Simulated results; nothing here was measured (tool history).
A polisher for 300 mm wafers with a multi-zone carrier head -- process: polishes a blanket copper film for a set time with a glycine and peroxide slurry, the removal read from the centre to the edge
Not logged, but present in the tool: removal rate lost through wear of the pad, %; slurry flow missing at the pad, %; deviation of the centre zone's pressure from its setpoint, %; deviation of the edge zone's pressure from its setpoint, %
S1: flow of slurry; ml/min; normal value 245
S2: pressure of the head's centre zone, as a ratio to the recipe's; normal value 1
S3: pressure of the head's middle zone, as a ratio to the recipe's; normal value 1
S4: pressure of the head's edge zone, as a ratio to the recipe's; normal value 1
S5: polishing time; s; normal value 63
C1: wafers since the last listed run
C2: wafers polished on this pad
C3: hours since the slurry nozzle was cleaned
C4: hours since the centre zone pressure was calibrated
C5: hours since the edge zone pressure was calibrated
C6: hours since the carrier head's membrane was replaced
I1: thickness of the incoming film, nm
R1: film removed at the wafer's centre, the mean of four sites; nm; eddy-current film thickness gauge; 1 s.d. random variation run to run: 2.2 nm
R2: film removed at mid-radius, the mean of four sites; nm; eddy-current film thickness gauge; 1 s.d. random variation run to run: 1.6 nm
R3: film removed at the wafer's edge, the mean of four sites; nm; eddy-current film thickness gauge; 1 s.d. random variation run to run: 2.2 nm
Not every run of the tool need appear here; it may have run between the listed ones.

run 1 hour=0 | S1=245 S2=1 S3=1 S4=1 S5=63 | C1=0 C2=122 C3=683.3 C4=826.7 C5=328.3 C6=1058.5 | I1=1122.6 | R1=212 R2=197 R3=197.8
run 2 hour=22.9 | S1=245 S2=1 S3=1 S4=1 S5=63 | C1=193 C2=316 C3=706.2 C4=849.6 C5=351.2 C6=1081.4 | I1=1123.1 | R1=213 R2=193.1 R3=195.9
run 3 hour=53.8 | S1=245 S2=1 S3=1 S4=1 S5=63 | C1=261 C2=577 C3=737.1 C4=880.5 C5=382.1 C6=1112.3 | I1=1120.1 | R1=213.8 R2=194.4 R3=195.8
run 4 hour=70.5 | S1=245 S2=1 S3=1 S4=1 S5=63 | C1=141 C2=719 C3=753.8 C4=897.2 C5=398.8 C6=1129 | I1=1114.9 | R1=211.3 R2=192.6 R3=195.2
run 5 hour=90.8 | S1=245 S2=1 S3=1 S4=1 S5=63 | C1=171 C2=890 C3=774.1 C4=917.5 C5=419.1 C6=1149.3 | I1=1123.4 | R1=213.2 R2=193 R3=195.5
-- hour=117.6 worn pad replaced by a new one
run 6 hour=119.4 | S1=245 S2=1 S3=1 S4=1 S5=54 | C1=208 C2=15 C3=802.7 C4=946.1 C5=447.7 C6=1177.9 | I1=1124 | R1=180.3 R2=166 R3=167.7
run 7 hour=149.4 | S1=245 S2=1 S3=1 S4=1 S5=63 | C1=253 C2=268 C3=832.7 C4=976.1 C5=477.7 C6=1207.9 | I1=1135.4 | R1=208.7 R2=192.8 R3=196.2
run 8 hour=172.9 | S1=245 S2=1 S3=1 S4=1 S5=74 | C1=198 C2=467 C3=856.2 C4=999.6 C5=501.2 C6=1231.4 | I1=1130.9 | R1=246.2 R2=225.5 R3=227.9
run 9 hour=185.6 | S1=245 S2=1 S3=1 S4=1 S5=74 | C1=107 C2=575 C3=868.9 C4=1012.3 C5=513.9 C6=1244.1 | I1=1151.9 | R1=244.5 R2=225.8 R3=234.2
run 10 hour=218.9 | S1=245 S2=1 S3=1 S4=1 S5=63 | C1=281 C2=856 C3=902.2 C4=1045.6 C5=547.2 C6=1277.4 | I1=1143.3 | R1=212.2 R2=188.7 R3=194.5
-- hour=236.1 slurry nozzle cleaned
-- hour=254.1 worn pad replaced by a new one
run 11 hour=254.6 | S1=245 S2=1 S3=1 S4=1 S5=63 | C1=259 C2=4 C3=18.5 C4=1081.3 C5=582.9 C6=1313.1 | I1=1148.8 | R1=227.1 R2=203.4 R3=205.6
-- hour=325.3 centre zone pressure recalibrated
run 12 hour=353.7 | S1=245 S2=1 S3=1 S4=1 S5=63 | C1=821 C2=826 C3=117.6 C4=28.4 C5=682 C6=1412.2 | I1=1118.1 | R1=208.2 R2=206.6 R3=204
run 13 hour=379 | S1=245 S2=1 S3=1 S4=1 S5=63 | C1=214 C2=1040 C3=142.9 C4=53.7 C5=707.3 C6=1437.5 | I1=1142.3 | R1=205.8 R2=202.7 R3=204.3
-- hour=386.9 worn pad replaced by a new one
-- hour=395.3 edge zone pressure recalibrated
run 14 hour=395.8 | S1=225 S2=1.09 S3=1 S4=1 S5=63 | C1=91 C2=58 C3=159.7 C4=70.5 C5=0.5 C6=1454.3 | I1=1125.4 | R1=225.8 R2=201.8 R3=201.5
run 15 hour=417.7 | S1=245 S2=1 S3=1 S4=1 S5=63 | C1=185 C2=243 C3=181.6 C4=92.4 C5=22.4 C6=1476.2 | I1=1131.7 | R1=210.1 R2=202.8 R3=203.8
run 16 hour=430.4 | S1=275 S2=1 S3=1 S4=1 S5=63 | C1=107 C2=351 C3=194.3 C4=105.1 C5=35.1 C6=1488.9 | I1=1103.1 | R1=212.9 R2=207.1 R3=201.6
run 17 hour=445.4 | S1=245 S2=1 S3=1 S4=1.03 S5=56 | C1=126 C2=478 C3=209.3 C4=120.1 C5=50.1 C6=1503.9 | I1=1113 | R1=186 R2=183.1 R3=182.4
-- hour=456.8 carrier head's membrane replaced by a new one
run 18 hour=463.3 | S1=165 S2=1 S3=0.94 S4=1 S5=63 | C1=109 C2=587 C3=227.2 C4=138 C5=68 C6=6.5 | I1=1128.9 | R1=198.5 R2=181.9 R3=195.8
-- hour=493.4 worn pad replaced by a new one
run 19 hour=498.9 | S1=300 S2=1 S3=1 S4=1 S5=63 | C1=267 C2=46 C3=262.8 C4=173.6 C5=103.6 C6=42.1 | I1=1136 | R1=213.6 R2=205.2 R3=207.7
run 20 hour=522.6 | S1=160 S2=1 S3=1 S4=1 S5=63 | C1=200 C2=246 C3=286.5 C4=197.3 C5=127.3 C6=65.8 | I1=1126.7 | R1=190.4 R2=187.8 R3=195.1
run 21 hour=539.2 | S1=245 S2=1 S3=1 S4=1.05 S5=63 | C1=140 C2=387 C3=303.1 C4=213.9 C5=143.9 C6=82.4 | I1=1115.9 | R1=212.4 R2=199.8 R3=212
run 22 hour=572.3 | S1=245 S2=1 S3=1 S4=1 S5=69 | C1=280 C2=667 C3=336.2 C4=247 C5=177 C6=115.5 | I1=1114.4 | R1=223.7 R2=218.1 R3=223.9
run 23 hour=594.1 | S1=245 S2=0.93 S3=1 S4=0.92 S5=63 | C1=184 C2=851 C3=358 C4=268.8 C5=198.8 C6=137.3 | I1=1127.2 | R1=193.4 R2=198.2 R3=191.6

How the hidden state differs across the entries between the runs, from the last listed run before each to the first after it:
Logged between run 5 and run 6: worn pad replaced by a new one (hour 117.6)
  slurry flow missing at the pad, %: 38.2 -> 39.5; deviation of the centre zone's pressure from its setpoint, %: 9.29 -> 9.56
  what was measured, less what the result would be without the hidden state, R1: +2.7 -> +2 nm; R2: -13.7 -> -12.6 nm; R3: -10.1 -> -9.2 nm
Logged between run 10 and run 11: slurry nozzle cleaned (hour 236.1); worn pad replaced by a new one (hour 254.1)
  slurry flow missing at the pad, %: 44.2 -> 8.17; deviation of the centre zone's pressure from its setpoint, %: 10.5 -> 10.8
  what was measured, less what the result would be without the hidden state, R1: +0.6 -> +20 nm; R2: -17.2 -> -2.2 nm; R3: -12.8 -> -1.5 nm
Logged between run 11 and run 12: centre zone pressure recalibrated (hour 325.3)
  slurry flow missing at the pad, %: 8.17 -> 12.9; deviation of the centre zone's pressure from its setpoint, %: 10.8 -> 1.88
  what was measured, less what the result would be without the hidden state, R1: +20 -> +0 nm; R2: -2.2 -> -3.5 nm; R3: -1.5 -> -2.6 nm
Logged between run 13 and run 14: worn pad replaced by a new one (hour 386.9); edge zone pressure recalibrated (hour 395.3)
  slurry flow missing at the pad, %: 14 -> 14.8; deviation of the centre zone's pressure from its setpoint, %: 2.12 -> 2.28
  what was measured, less what the result would be without the hidden state, R1: +0.1 -> -0.3 nm; R2: -3.8 -> -4.4 nm; R3: -2.9 -> -3.2 nm
Logged between run 17 and run 18: carrier head's membrane replaced by a new one (hour 456.8)
  slurry flow missing at the pad, %: 17.2 -> 18; deviation of the centre zone's pressure from its setpoint, %: 2.75 -> 2.92
  what was measured, less what the result would be without the hidden state, R1: +0.3 -> -2.2 nm; R2: -4.3 -> -6.6 nm; R3: -3.2 -> -5.1 nm
Logged between run 18 and run 19: worn pad replaced by a new one (hour 493.4)
  slurry flow missing at the pad, %: 18 -> 19.7; deviation of the centre zone's pressure from its setpoint, %: 2.92 -> 3.25
  what was measured, less what the result would be without the hidden state, R1: -2.2 -> +1.5 nm; R2: -6.6 -> -4.8 nm; R3: -5.1 -> -3.6 nm
